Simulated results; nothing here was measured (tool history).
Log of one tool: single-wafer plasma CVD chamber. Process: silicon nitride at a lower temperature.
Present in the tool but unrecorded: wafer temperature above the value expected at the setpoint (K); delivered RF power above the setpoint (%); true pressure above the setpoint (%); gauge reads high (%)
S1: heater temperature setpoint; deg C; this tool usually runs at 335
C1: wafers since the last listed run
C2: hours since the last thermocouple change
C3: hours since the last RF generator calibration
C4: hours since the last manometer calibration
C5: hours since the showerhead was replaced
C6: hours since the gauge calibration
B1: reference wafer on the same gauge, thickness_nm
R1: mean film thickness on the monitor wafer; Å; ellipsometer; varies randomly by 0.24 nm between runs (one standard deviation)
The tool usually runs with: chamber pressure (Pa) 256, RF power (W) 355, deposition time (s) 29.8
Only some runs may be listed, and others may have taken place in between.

{"run": 1, "hour": 0.0, "S1": 335, "chamber pressure (Pa)": 256, "RF power (W)": 355, "deposition time (s)": 29.8, "C1": 0, "C2": 1698.0, "C3": 922.1, "C4": 1506.2, "C5": 37.5, "C6": 156.3, "B1": 33.401, "R1": 397.96}
{"run": 2, "hour": 8.2, "S1": 335, "chamber pressure (Pa)": 256, "RF power (W)": 355, "deposition time (s)": 29.8, "C1": 194, "C2": 1706.2, "C3": 930.3, "C4": 1514.4, "C5": 45.7, "C6": 164.5, "B1": 33.399, "R1": 395.23}
{"run": 3, "hour": 19.0, "S1": 335, "chamber pressure (Pa)": 256, "RF power (W)": 355, "deposition time (s)": 29.8, "C1": 256, "C2": 1717.0, "C3": 941.1, "C4": 1525.2, "C5": 56.5, "C6": 175.3, "B1": 33.341, "R1": 397.36}
{"hour": 38.1, "done": "thermocouple changed; heater temperature recalibrated"}
{"run": 4, "hour": 38.6, "S1": 335, "chamber pressure (Pa)": 256, "RF power (W)": 355, "deposition time (s)": 29.8, "C1": 275, "C2": 0.5, "C3": 960.7, "C4": 1544.8, "C5": 76.1, "C6": 194.9, "B1": 33.449, "R1": 398.74}
{"run": 5, "hour": 49.1, "S1": 335, "chamber pressure (Pa)": 256, "RF power (W)": 380, "deposition time (s)": 29.8, "C1": 249, "C2": 11.0, "C3": 971.2, "C4": 1555.3, "C5": 86.6, "C6": 205.4, "B1": 33.335, "R1": 414.02}
{"run": 6, "hour": 59.0, "S1": 335, "chamber pressure (Pa)": 243, "RF power (W)": 355, "deposition time (s)": 29.8, "C1": 235, "C2": 20.9, "C3": 981.1, "C4": 1565.2, "C5": 96.5, "C6": 215.3, "B1": 33.408, "R1": 393.4}
{"run": 7, "hour": 71.3, "S1": 335, "chamber pressure (Pa)": 212, "RF power (W)": 355, "deposition time (s)": 31.8, "C1": 292, "C2": 33.2, "C3": 993.4, "C4": 1577.5, "C5": 108.8, "C6": 227.6, "B1": 33.432, "R1": 410.04}
{"run": 8, "hour": 79.9, "S1": 324, "chamber pressure (Pa)": 256, "RF power (W)": 355, "deposition time (s)": 29.8, "C1": 204, "C2": 41.8, "C3": 1002.0, "C4": 1586.1, "C5": 117.4, "C6": 236.2, "B1": 33.365, "R1": 396.56}
{"run": 9, "hour": 88.0, "S1": 335, "chamber pressure (Pa)": 256, "RF power (W)": 355, "deposition time (s)": 29.8, "C1": 192, "C2": 49.9, "C3": 1010.1, "C4": 1594.2, "C5": 125.5, "C6": 244.3, "B1": 33.379, "R1": 394.85}
{"run": 10, "hour": 105.1, "S1": 335, "chamber pressure (Pa)": 315, "RF power (W)": 310, "deposition time (s)": 29.8, "C1": 406, "C2": 67.0, "C3": 1027.2, "C4": 1611.3, "C5": 142.6, "C6": 261.4, "B1": 33.371, "R1": 374.68}
{"run": 11, "hour": 152.8, "S1": 335, "chamber pressure (Pa)": 299, "RF power (W)": 355, "deposition time (s)": 29.8, "C1": 1133, "C2": 114.7, "C3": 1074.9, "C4": 1659.0, "C5": 190.3, "C6": 309.1, "B1": 33.38, "R1": 402.23}
{"run": 12, "hour": 168.8, "S1": 335, "chamber pressure (Pa)": 256, "RF power (W)": 355, "deposition time (s)": 29.8, "C1": 380, "C2": 130.7, "C3": 1090.9, "C4": 1675.0, "C5": 206.3, "C6": 325.1, "B1": 33.337, "R1": 389.8}
{"run": 13, "hour": 183.6, "S1": 335, "chamber pressure (Pa)": 209, "RF power (W)": 355, "deposition time (s)": 32.7, "C1": 351, "C2": 145.5, "C3": 1105.7, "C4": 1689.8, "C5": 221.1, "C6": 339.9, "B1": 33.427, "R1": 419.43}
{"run": 14, "hour": 195.5, "S1": 335, "chamber pressure (Pa)": 217, "RF power (W)": 330, "deposition time (s)": 35.4, "C1": 282, "C2": 157.4, "C3": 1117.6, "C4": 1701.7, "C5": 233.0, "C6": 351.8, "B1": 33.402, "R1": 438.26}
{"run": 15, "hour": 207.3, "S1": 345, "chamber pressure (Pa)": 256, "RF power (W)": 320, "deposition time (s)": 27.3, "C1": 280, "C2": 169.2, "C3": 1129.4, "C4": 1713.5, "C5": 244.8, "C6": 363.6, "B1": 33.366, "R1": 339.55}
{"hour": 216.0, "done": "gauge calibrated"}
{"hour": 216.5, "done": "capacitance manometer re-zeroed and calibrated"}
{"hour": 221.4, "done": "RF generator calibrated"}
{"run": 16, "hour": 221.9, "S1": 335, "chamber pressure (Pa)": 204, "RF power (W)": 355, "deposition time (s)": 29.8, "C1": 41, "C2": 183.8, "C3": 0.5, "C4": 5.4, "C5": 259.4, "C6": 5.9, "B1": 33.418, "R1": 402.78}
{"run": 17, "hour": 236.9, "S1": 335, "chamber pressure (Pa)": 256, "RF power (W)": 330, "deposition time (s)": 29.8, "C1": 356, "C2": 198.8, "C3": 15.5, "C4": 20.4, "C5": 274.4, "C6": 20.9, "B1": 33.31, "R1": 397.73}
{"run": 18, "hour": 244.2, "S1": 335, "chamber pressure (Pa)": 256, "RF power (W)": 355, "deposition time (s)": 29.8, "C1": 173, "C2": 206.1, "C3": 22.8, "C4": 27.7, "C5": 281.7, "C6": 28.2, "B1": 33.445, "R1": 414.46}
{"run": 19, "hour": 252.8, "S1": 323, "chamber pressure (Pa)": 256, "RF power (W)": 355, "deposition time (s)": 32.3, "C1": 204, "C2": 214.7, "C3": 31.4, "C4": 36.3, "C5": 290.3, "C6": 36.8, "B1": 33.382, "R1": 453.68}
{"run": 20, "hour": 266.6, "S1": 335, "chamber pressure (Pa)": 256, "RF power (W)": 315, "deposition time (s)": 29.8, "C1": 327, "C2": 228.5, "C3": 45.2, "C4": 50.1, "C5": 304.1, "C6": 50.6, "B1": 33.349, "R1": 387.02}
{"run": 21, "hour": 284.1, "S1": 326, "chamber pressure (Pa)": 256, "RF power (W)": 355, "deposition time (s)": 29.8, "C1": 415, "C2": 246.0, "C3": 62.7, "C4": 67.6, "C5": 321.6, "C6": 68.1, "B1": 33.431, "R1": 413.87}
{"run": 22, "hour": 298.2, "S1": 348, "chamber pressure (Pa)": 223, "RF power (W)": 355, "deposition time (s)": 29.8, "C1": 334, "C2": 260.1, "C3": 76.8, "C4": 81.7, "C5": 335.7, "C6": 82.2, "B1": 33.372, "R1": 405.21}
{"run": 23, "hour": 307.0, "S1": 335, "chamber pressure (Pa)": 256, "RF power (W)": 355, "deposition time (s)": 29.8, "C1": 209, "C2": 268.9, "C3": 85.6, "C4": 90.5, "C5": 344.5, "C6": 91.0, "B1": 33.396, "R1": 416.86}
{"run": 24, "hour": 314.1, "S1": 346, "chamber pressure (Pa)": 225, "RF power (W)": 415, "deposition time (s)": 34.5, "C1": 168, "C2": 276.0, "C3": 92.7, "C4": 97.6, "C5": 351.6, "C6": 98.1, "B1": 33.41, "R1": 513.33}
{"run": 25, "hour": 323.1, "S1": 335, "chamber pressure (Pa)": 256, "RF power (W)": 395, "deposition time (s)": 29.8, "C1": 213, "C2": 285.0, "C3": 101.7, "C4": 106.6, "C5": 360.6, "C6": 107.1, "B1": 33.368, "R1": 445.65}
{"run": 26, "hour": 336.6, "S1": 335, "chamber pressure (Pa)": 256, "RF power (W)": 355, "deposition time (s)": 29.8, "C1": 320, "C2": 298.5, "C3": 115.2, "C4": 120.1, "C5": 374.1, "C6": 120.6, "B1": 33.418, "R1": 412.25}
{"run": 27, "hour": 351.7, "S1": 335, "chamber pressure (Pa)": 256, "RF power (W)": 355, "deposition time (s)": 29.8, "C1": 358, "C2": 313.6, "C3": 130.3, "C4": 135.2, "C5": 389.2, "C6": 135.7, "B1": 33.388, "R1": 412.28}
{"run": 28, "hour": 366.2, "S1": 331, "chamber pressure (Pa)": 223, "RF power (W)": 355, "deposition time (s)": 27.4, "C1": 344, "C2": 328.1, "C3": 144.8, "C4": 149.7, "C5": 403.7, "C6": 150.2, "B1": 33.391, "R1": 369.44}

Consider 5 possible next runs. They are alternatives, not a sequence: every one starts from the tool as it was left by run 28. What does each give?
{"run": "A", "hour": 366.6, "S1": 335, "chamber pressure (Pa)": 208, "RF power (W)": 355, "deposition time (s)": 29.8, "C1": 9, "C2": 328.5, "C3": 145.2, "C4": 150.1, "C5": 404.1, "C6": 150.6, "B1": "?", "R1": "?"}
{"run": "B", "hour": 366.6, "S1": 335, "chamber pressure (Pa)": 256, "RF power (W)": 395, "deposition time (s)": 24.8, "C1": 9, "C2": 328.5, "C3": 145.2, "C4": 150.1, "C5": 404.1, "C6": 150.6, "B1": "?", "R1": "?"}
{"run": "C", "hour": 366.6, "S1": 335, "chamber pressure (Pa)": 227, "RF power (W)": 375, "deposition time (s)": 31.8, "C1": 9, "C2": 328.5, "C3": 145.2, "C4": 150.1, "C5": 404.1, "C6": 150.6, "B1": "?", "R1": "?"}
{"run": "D", "hour": 366.6, "S1": 335, "chamber pressure (Pa)": 256, "RF power (W)": 385, "deposition time (s)": 24.5, "C1": 9, "C2": 328.5, "C3": 145.2, "C4": 150.1, "C5": 404.1, "C6": 150.6, "B1": "?", "R1": "?"}
{"run": "E", "hour": 366.6, "S1": 348, "chamber pressure (Pa)": 217, "RF power (W)": 290, "deposition time (s)": 29.8, "C1": 9, "C2": 328.5, "C3": 145.2, "C4": 150.1, "C5": 404.1, "C6": 150.6, "B1": "?", "R1": "?"}

run=A B1=33.488 R1=401.10
run=B B1=33.488 R1=368.86
run=C B1=33.488 R1=448.67
run=D B1=33.488 R1=358.75
run=E B1=33.488 R1=354.45
With the hidden condition removed and each run's random variation left untouched, the same runs would have given:
run=A R1=404.00
run=B R1=371.40
run=C R1=451.90
run=D R1=361.34
run=E R1=357.19
